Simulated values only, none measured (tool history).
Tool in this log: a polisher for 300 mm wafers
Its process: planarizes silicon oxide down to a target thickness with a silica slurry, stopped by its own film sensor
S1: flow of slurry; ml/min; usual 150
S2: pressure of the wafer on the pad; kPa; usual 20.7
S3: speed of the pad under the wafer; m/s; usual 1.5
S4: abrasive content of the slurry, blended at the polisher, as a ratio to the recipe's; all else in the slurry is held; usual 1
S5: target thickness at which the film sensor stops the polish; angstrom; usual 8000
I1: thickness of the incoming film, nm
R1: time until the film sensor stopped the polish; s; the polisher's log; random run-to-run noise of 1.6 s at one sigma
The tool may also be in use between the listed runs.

run,hour,S1,S2,S3,S4,S5,I1,R1
1,0,150,20.7,1.5,1,8000,1199.9,140.1
2,40.6,150,20.7,1.5,1,8000,1178.3,133.1
3,137.5,150,20.7,1.74,0.8,8000,1207.8,144.9
4,194.3,150,20.7,1.14,1,8000,1185.7,158.4
# hour 214.2: worn pad replaced by a new one
# hour 222.5: conditioning disc replaced and pad reconditioned
# hour 234.5: slurry blender recalibrated
# hour 289.3: slurry nozzle cleaned
5,299.2,150,20.7,1.14,1,8000,1190,158.6
6,387.1,150,20.7,1.14,1,8000,1198.8,167.6
7,465.8,150,20.7,1.5,1,8000,1187.2,137.4
# hour 489.7: slurry blender recalibrated
# hour 497.7: worn pad replaced by a new one
# hour 529.6: conditioning disc replaced and pad reconditioned
8,570.2,150,20.7,1.5,1,8000,1198.6,139.1
9,632.3,150,20.7,1.5,1,8000,1198,139.8
10,722.1,130,20.7,1.66,1,8000,1198.7,135.1
11,770.9,150,20.7,1.5,1,8000,1187,134.7
# hour 791.6: slurry blender recalibrated
# hour 797.7: conditioning disc replaced and pad reconditioned
# hour 810.6: head pressure recalibrated
# hour 824.7: worn pad replaced by a new one
# hour 838.7: slurry nozzle cleaned
12,847.3,150,20.7,1.18,1,8000,1206.8,164.6
13,889.3,175,20.7,1.98,0.8,8960,1199.8,97.3
14,984.6,150,20.7,1.5,1,8000,1190.5,134.7
# hour 1044: conditioning disc replaced and pad reconditioned
# hour 1068.9: slurry blender recalibrated
15,1070.1,150,20.7,1.92,1,8000,1198.6,122.1
# hour 1126.2: worn pad replaced by a new one
16,1163.4,150,20.7,1.5,1,8000,1181.8,135.4
17,1219.8,150,20.7,1.76,1.15,7190,1206,145.8
18,1280,170,14.5,1.68,1,8000,1189.6,166.8
# hour 1294.9: conditioning disc replaced and pad reconditioned
# hour 1373.6: slurry blender recalibrated
# hour 1390.1: worn pad replaced by a new one
19,1390.6,150,20.7,1.5,1,8000,1206,139.9
# hour 1410.6: slurry nozzle cleaned
20,1437.5,190,20.7,1,1.15,8000,1202.5,160.2

3 options for the next run, each taken on its own from the tool as it stands now. Forecast them:
A,1438,150,20.7,1.5,1,7330,1178.6,?
B,1438,150,17.2,1.84,1,8000,1178.6,?
C,1438,150,20.7,1.18,1,8930,1178.6,?

run,R1
A,158.5
B,137.2
C,116.7
The same runs, with their run-to-run variation unchanged, on a tool lacking any hidden condition would have given:
run,R1
A,158.5
B,137.2
C,116.7
